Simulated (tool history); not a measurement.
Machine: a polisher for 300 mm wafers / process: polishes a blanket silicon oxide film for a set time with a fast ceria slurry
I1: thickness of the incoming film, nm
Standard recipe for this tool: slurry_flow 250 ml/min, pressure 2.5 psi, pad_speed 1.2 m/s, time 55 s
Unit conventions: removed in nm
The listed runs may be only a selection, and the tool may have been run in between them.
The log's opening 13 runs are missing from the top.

run 14 day=25.912 | slurry_flow=250 pressure=2.5 pad_speed=1.2 time=55 | I1=2626.5 | removed=931.2
-- day=27.212 worn pad replaced by a new one
run 15 day=28.196 | slurry_flow=250 pressure=2.5 pad_speed=1.2 time=55 | I1=2627.5 | removed=1011.7
run 16 day=29.662 | slurry_flow=250 pressure=2.5 pad_speed=1.2 time=55 | I1=2658.7 | removed=1018
run 17 day=31.858 | slurry_flow=250 pressure=2.5 pad_speed=1.56 time=37 | I1=2669.3 | removed=814.9
run 18 day=32.871 | slurry_flow=160 pressure=2.5 pad_speed=1.2 time=55 | I1=2683 | removed=869.4
-- day=35.433 slurry nozzle cleaned
run 19 day=38.083 | slurry_flow=250 pressure=2.5 pad_speed=1.2 time=55 | I1=2687 | removed=951.4
run 20 day=39.633 | slurry_flow=250 pressure=2.5 pad_speed=1.2 time=55 | I1=2719.4 | removed=954.2
-- day=40.629 head pressure recalibrated
-- day=42.233 worn pad replaced by a new one
run 21 day=42.367 | slurry_flow=250 pressure=3.2 pad_speed=1.2 time=55 | I1=2680.4 | removed=1294.9
run 22 day=44.812 | slurry_flow=295 pressure=2.5 pad_speed=1.4 time=45 | I1=2664.7 | removed=960.3
run 23 day=47.033 | slurry_flow=250 pressure=2.5 pad_speed=0.84 time=55 | I1=2636.2 | removed=716.8
run 24 day=49.867 | slurry_flow=250 pressure=2.5 pad_speed=1.2 time=55 | I1=2687.6 | removed=943.3
-- day=52.054 slurry nozzle cleaned
run 25 day=52.075 | slurry_flow=190 pressure=1.7 pad_speed=0.94 time=71 | I1=2668.4 | removed=692.1
run 26 day=55.154 | slurry_flow=305 pressure=2.5 pad_speed=0.84 time=55 | I1=2637.3 | removed=721.1
run 27 day=57.129 | slurry_flow=250 pressure=3 pad_speed=1 time=55 | I1=2646.2 | removed=942.1
run 28 day=58.354 | slurry_flow=210 pressure=2 pad_speed=0.8 time=55 | I1=2663.8 | removed=524.2
-- day=58.779 worn pad replaced by a new one
run 29 day=60.954 | slurry_flow=220 pressure=1.8 pad_speed=0.8 time=71 | I1=2639.1 | removed=673.8
run 30 day=62.217 | slurry_flow=250 pressure=2.5 pad_speed=1.4 time=55 | I1=2630.1 | removed=1139.5
run 31 day=63.242 | slurry_flow=250 pressure=2.5 pad_speed=1.2 time=55 | I1=2628.7 | removed=1003.7
run 32 day=64.792 | slurry_flow=250 pressure=1.9 pad_speed=1.2 time=55 | I1=2651.8 | removed=758.2
run 33 day=67.438 | slurry_flow=250 pressure=2.7 pad_speed=0.9 time=69 | I1=2691.2 | removed=975.4
-- day=68.446 slurry nozzle cleaned
run 34 day=70.254 | slurry_flow=250 pressure=3 pad_speed=1 time=55 | I1=2703.6 | removed=988.7
run 35 day=71.3 | slurry_flow=250 pressure=3.2 pad_speed=0.84 time=72 | I1=2663.5 | removed=1161.8
run 36 day=73.354 | slurry_flow=285 pressure=2.5 pad_speed=1.2 time=38 | I1=2712 | removed=656.4

5 options for the next run, each taken on its own from the tool as it stands now. Forecast them:
run A day=73.371 | slurry_flow=250 pressure=2.5 pad_speed=1.2 time=55 | I1=2697.7 | removed=?
run B day=73.371 | slurry_flow=200 pressure=2.5 pad_speed=1.2 time=66 | I1=2697.7 | removed=?
run C day=73.371 | slurry_flow=250 pressure=2.9 pad_speed=1.2 time=71 | I1=2697.7 | removed=?
run D day=73.371 | slurry_flow=210 pressure=2.2 pad_speed=0.9 time=55 | I1=2697.7 | removed=?
run E day=73.371 | slurry_flow=250 pressure=2.5 pad_speed=1.2 time=41 | I1=2697.7 | removed=?

run=A removed=924.6
run=B removed=1077.6
run=C removed=1371.5
run=D removed=629.5
run=E removed=689.2
Stripped of hidden state, with their random variation kept, the same runs would have yielded:
run=A removed=1041.2
run=B removed=1215.7
run=C removed=1544.5
run=D removed=709.8
run=E removed=776.1

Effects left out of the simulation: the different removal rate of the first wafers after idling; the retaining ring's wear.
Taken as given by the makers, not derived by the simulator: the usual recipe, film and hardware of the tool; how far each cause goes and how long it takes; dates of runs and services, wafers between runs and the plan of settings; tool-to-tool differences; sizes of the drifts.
